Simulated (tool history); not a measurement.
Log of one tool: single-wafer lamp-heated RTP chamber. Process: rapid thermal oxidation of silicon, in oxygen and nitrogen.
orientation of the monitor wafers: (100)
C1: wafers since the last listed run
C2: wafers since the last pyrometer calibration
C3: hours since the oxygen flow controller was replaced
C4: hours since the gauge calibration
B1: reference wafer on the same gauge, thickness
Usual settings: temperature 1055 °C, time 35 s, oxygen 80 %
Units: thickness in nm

{"run": 1, "hour": 0.0, "temperature": 1055, "time": 35, "oxygen": 80, "C1": 0, "C2": 4276, "C3": 4018.6, "C4": 507.6, "B1": 6.46, "thickness": 6.536}
{"run": 2, "hour": 77.8, "temperature": 1055, "time": 35, "oxygen": 80, "C1": 385, "C2": 4662, "C3": 4096.4, "C4": 585.4, "B1": 6.462, "thickness": 6.6}
{"run": 3, "hour": 147.6, "temperature": 1055, "time": 35, "oxygen": 80, "C1": 345, "C2": 5008, "C3": 4166.2, "C4": 655.2, "B1": 6.456, "thickness": 6.645}
{"run": 4, "hour": 225.6, "temperature": 1055, "time": 43, "oxygen": 80, "C1": 386, "C2": 5394, "C3": 4244.2, "C4": 733.2, "B1": 6.462, "thickness": 7.349}
{"hour": 240.1, "done": "pyrometer window cleaned and pyrometer calibrated"}
{"run": 5, "hour": 308.2, "temperature": 1055, "time": 43, "oxygen": 80, "C1": 369, "C2": 337, "C3": 4326.8, "C4": 815.8, "B1": 6.456, "thickness": 6.822}
{"run": 6, "hour": 368.1, "temperature": 1055, "time": 35, "oxygen": 88, "C1": 296, "C2": 634, "C3": 4386.7, "C4": 875.7, "B1": 6.455, "thickness": 6.453}
{"run": 7, "hour": 421.9, "temperature": 1055, "time": 35, "oxygen": 88, "C1": 266, "C2": 900, "C3": 4440.5, "C4": 929.5, "B1": 6.459, "thickness": 6.444}
{"run": 8, "hour": 499.2, "temperature": 1055, "time": 35, "oxygen": 80, "C1": 382, "C2": 1283, "C3": 4517.8, "C4": 1006.8, "B1": 6.459, "thickness": 6.218}
{"hour": 586.9, "done": "gauge calibrated"}
{"run": 9, "hour": 690.9, "temperature": 1055, "time": 35, "oxygen": 80, "C1": 949, "C2": 2233, "C3": 4709.5, "C4": 104, "B1": 6.457, "thickness": 6.334}
{"run": 10, "hour": 763.8, "temperature": 1046, "time": 35, "oxygen": 67, "C1": 361, "C2": 2594, "C3": 4782.4, "C4": 176.9, "B1": 6.462, "thickness": 5.611}
{"run": 11, "hour": 858.7, "temperature": 1055, "time": 51, "oxygen": 98, "C1": 470, "C2": 3064, "C3": 4877.3, "C4": 271.8, "B1": 6.46, "thickness": 8.082}
{"run": 12, "hour": 906.2, "temperature": 1067, "time": 35, "oxygen": 80, "C1": 235, "C2": 3299, "C3": 4924.8, "C4": 319.3, "B1": 6.459, "thickness": 6.969}
{"run": 13, "hour": 976.1, "temperature": 1078, "time": 50, "oxygen": 98, "C1": 346, "C2": 3645, "C3": 4994.7, "C4": 389.2, "B1": 6.466, "thickness": 9.45}
{"hour": 1041.3, "done": "oxygen flow controller replaced"}
{"run": 14, "hour": 1079.3, "temperature": 1055, "time": 35, "oxygen": 80, "C1": 471, "C2": 4117, "C3": 38, "C4": 492.4, "B1": 6.456, "thickness": 6.588}
{"run": 15, "hour": 1180.4, "temperature": 1032, "time": 35, "oxygen": 98, "C1": 500, "C2": 4618, "C3": 139.1, "C4": 593.5, "B1": 6.461, "thickness": 6.085}
{"hour": 1217.1, "done": "pyrometer window cleaned and pyrometer calibrated"}
{"run": 16, "hour": 1220.6, "temperature": 1055, "time": 35, "oxygen": 88, "C1": 159, "C2": 17, "C3": 179.3, "C4": 633.7, "B1": 6.459, "thickness": 6.432}
{"run": 17, "hour": 1275.8, "temperature": 1029, "time": 25, "oxygen": 80, "C1": 273, "C2": 290, "C3": 234.5, "C4": 688.9, "B1": 6.461, "thickness": 4.503}
{"run": 18, "hour": 1376.7, "temperature": 1055, "time": 30, "oxygen": 98, "C1": 499, "C2": 790, "C3": 335.4, "C4": 789.8, "B1": 6.455, "thickness": 6.275}
{"run": 19, "hour": 1483.8, "temperature": 1055, "time": 35, "oxygen": 80, "C1": 530, "C2": 1321, "C3": 442.5, "C4": 896.9, "B1": 6.461, "thickness": 6.273}
{"run": 20, "hour": 1524.7, "temperature": 1055, "time": 48, "oxygen": 57, "C1": 202, "C2": 1523, "C3": 483.4, "C4": 937.8, "B1": 6.453, "thickness": 6.372}

Some steps in thickness between neighbouring runs. How much of each would the tool show without its hidden state too (settings, what came in, random variation), and how much is left for the hidden state, with any gauge scatter that isn't in both results?
The hidden state here: true wafer temperature minus pyrometer reading, K; deviation of the oxygen flow from its setpoint, %; gauge reads high (%).
Run 4 -> 5: pyrometer window cleaned and pyrometer calibrated. thickness -0.527 nm: hidden state -0.59, all else +0.063.
Run 12 -> 13: temperature 1067 -> 1078, time 35 -> 50, oxygen 80 -> 98. thickness +2.481 nm: hidden state +0.136, all else +2.345.
Run 13 -> 14: temperature 1078 -> 1055, time 50 -> 35, oxygen 98 -> 80, oxygen flow controller replaced. thickness -2.862 nm: hidden state -0.032, all else -2.83.
Run 15 -> 16: temperature 1032 -> 1055, oxygen 98 -> 88, pyrometer window cleaned and pyrometer calibrated. thickness +0.347 nm: hidden state -0.358, all else +0.705.
